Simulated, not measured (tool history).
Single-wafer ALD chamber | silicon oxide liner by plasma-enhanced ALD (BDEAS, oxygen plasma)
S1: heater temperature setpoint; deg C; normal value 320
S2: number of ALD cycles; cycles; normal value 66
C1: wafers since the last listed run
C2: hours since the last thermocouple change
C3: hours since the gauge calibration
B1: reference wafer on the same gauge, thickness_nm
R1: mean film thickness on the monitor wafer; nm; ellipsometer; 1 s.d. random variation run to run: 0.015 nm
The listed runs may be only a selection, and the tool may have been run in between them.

| run | hour | S1 | S2 | C1 | C2 | C3 | B1 | R1 |
|---|---|---|---|---|---|---|---|---|
| 1 | 0.0 | 320 | 59 | 0 | 744.6 | 346.2 | 6.650 | 5.458 |
| 2 | 45.3 | 320 | 73 | 316 | 789.9 | 391.5 | 6.651 | 6.759 |
| 3 | 101.8 | 320 | 73 | 395 | 846.4 | 448.0 | 6.647 | 6.741 |
| 4 | 307.1 | 320 | 73 | 1435 | 1051.7 | 653.3 | 6.655 | 6.757 |
| 5 | 337.4 | 320 | 66 | 211 | 1082.0 | 683.6 | 6.652 | 6.085 |
| 6 | 387.7 | 320 | 66 | 351 | 1132.3 | 733.9 | 6.655 | 6.112 |
| 7 | 418.9 | 320 | 66 | 218 | 1163.5 | 765.1 | 6.647 | 6.076 |
| 8 | 462.0 | 320 | 66 | 301 | 1206.6 | 808.2 | 6.655 | 6.117 |
| 9 | 519.4 | 320 | 66 | 401 | 1264.0 | 865.6 | 6.645 | 6.115 |
| 10 | 638.2 | 320 | 76 | 830 | 1382.8 | 984.4 | 6.649 | 7.024 |
| 11 | 705.8 | 320 | 76 | 472 | 1450.4 | 1052.0 | 6.650 | 6.988 |
|  | 759.3 | gauge calibrated |
| 12 | 766.8 | 320 | 76 | 426 | 1511.4 | 7.5 | 6.651 | 7.005 |
| 13 | 806.4 | 320 | 66 | 276 | 1551.0 | 47.1 | 6.647 | 6.056 |
| 14 | 864.6 | 320 | 66 | 406 | 1609.2 | 105.3 | 6.648 | 6.107 |
| 15 | 901.5 | 320 | 66 | 258 | 1646.1 | 142.2 | 6.648 | 6.087 |
| 16 | 946.4 | 320 | 66 | 313 | 1691.0 | 187.1 | 6.648 | 6.068 |
| 17 | 973.4 | 315 | 66 | 188 | 1718.0 | 214.1 | 6.650 | 6.139 |
| 18 | 1024.2 | 315 | 66 | 355 | 1768.8 | 264.9 | 6.650 | 6.109 |
| 19 | 1088.1 | 320 | 66 | 446 | 1832.7 | 328.8 | 6.650 | 6.088 |
| 20 | 1153.8 | 320 | 66 | 459 | 1898.4 | 394.5 | 6.653 | 6.071 |
| 21 | 1216.9 | 320 | 72 | 441 | 1961.5 | 457.6 | 6.658 | 6.645 |
| 22 | 1256.0 | 320 | 72 | 273 | 2000.6 | 496.7 | 6.651 | 6.622 |
| 23 | 1288.2 | 320 | 66 | 225 | 2032.8 | 528.9 | 6.643 | 6.075 |
| 24 | 1325.2 | 328 | 66 | 258 | 2069.8 | 565.9 | 6.653 | 5.982 |
| 25 | 1383.9 | 320 | 66 | 410 | 2128.5 | 624.6 | 6.651 | 6.073 |
| 26 | 1432.2 | 330 | 66 | 337 | 2176.8 | 672.9 | 6.653 | 5.955 |
| 27 | 1470.0 | 331 | 77 | 264 | 2214.6 | 710.7 | 6.651 | 6.972 |
| 28 | 1523.0 | 320 | 66 | 370 | 2267.6 | 763.7 | 6.648 | 6.055 |
| 29 | 1584.8 | 330 | 76 | 432 | 2329.4 | 825.5 | 6.653 | 6.853 |
| 30 | 1614.1 | 333 | 72 | 204 | 2358.7 | 854.8 | 6.655 | 6.463 |
| 31 | 1663.5 | 320 | 56 | 345 | 2408.1 | 904.2 | 6.643 | 5.156 |
| 32 | 1707.6 | 331 | 59 | 308 | 2452.2 | 948.3 | 6.657 | 5.328 |
|  | 1820.9 | thermocouple changed; heater temperature recalibrated |
| 33 | 1842.3 | 320 | 56 | 886 | 21.4 | 1083.0 | 6.647 | 5.192 |
| 34 | 1870.8 | 320 | 66 | 199 | 49.9 | 1111.5 | 6.652 | 6.107 |
| 35 | 1923.2 | 320 | 60 | 366 | 102.3 | 1163.9 | 6.653 | 5.537 |
| 36 | 1979.4 | 327 | 66 | 393 | 158.5 | 1220.1 | 6.647 | 6.053 |
| 37 | 2024.2 | 320 | 71 | 313 | 203.3 | 1264.9 | 6.657 | 6.568 |
| 38 | 2048.2 | 308 | 66 | 167 | 227.3 | 1288.9 | 6.651 | 6.241 |
| 39 | 2088.5 | 334 | 57 | 281 | 267.6 | 1329.2 | 6.659 | 5.161 |
|  | 2129.9 | gauge calibrated |
| 40 | 2149.8 | 309 | 55 | 428 | 328.9 | 19.9 | 6.653 | 5.163 |
| 41 | 2182.7 | 325 | 66 | 230 | 361.8 | 52.8 | 6.655 | 6.056 |
| 42 | 2225.4 | 328 | 66 | 298 | 404.5 | 95.5 | 6.647 | 6.026 |
| 43 | 2267.4 | 320 | 66 | 293 | 446.5 | 137.5 | 6.645 | 6.144 |
| 44 | 2311.2 | 305 | 66 | 306 | 490.3 | 181.3 | 6.652 | 6.266 |
| 45 | 2349.8 | 329 | 75 | 269 | 528.9 | 219.9 | 6.644 | 6.877 |
| 46 | 2414.5 | 326 | 66 | 452 | 593.6 | 284.6 | 6.644 | 6.051 |
| 47 | 2465.6 | 327 | 70 | 357 | 644.7 | 335.7 | 6.651 | 6.409 |

Some steps in R1 between neighbouring runs. How much of each would the tool show without its hidden state too (settings, what came in, random variation), and how much is left for the hidden state, with any gauge scatter that isn't in both results?
Hidden state at play: wafer temperature above the value expected at the setpoint (K); gauge reads high (%).
Run 1 -> 2: S2 59 -> 73. R1 +1.301 nm: hidden state +0.000, all else +1.301.
Run 26 -> 27: S1 330 -> 331, S2 66 -> 77. R1 +1.017 nm: hidden state -0.009, all else +1.026.
Run 28 -> 29: S1 320 -> 330, S2 66 -> 76. R1 +0.798 nm: hidden state -0.011, all else +0.809.
Run 30 -> 31: S1 333 -> 320, S2 72 -> 56. R1 -1.307 nm: hidden state +0.009, all else -1.316.
Run 32 -> 33: S1 331 -> 320, S2 59 -> 56, thermocouple changed; heater temperature recalibrated. R1 -0.136 nm: hidden state +0.054, all else -0.190.
Run 38 -> 39: S1 308 -> 334, S2 66 -> 57. R1 -1.080 nm: hidden state -0.001, all else -1.079.
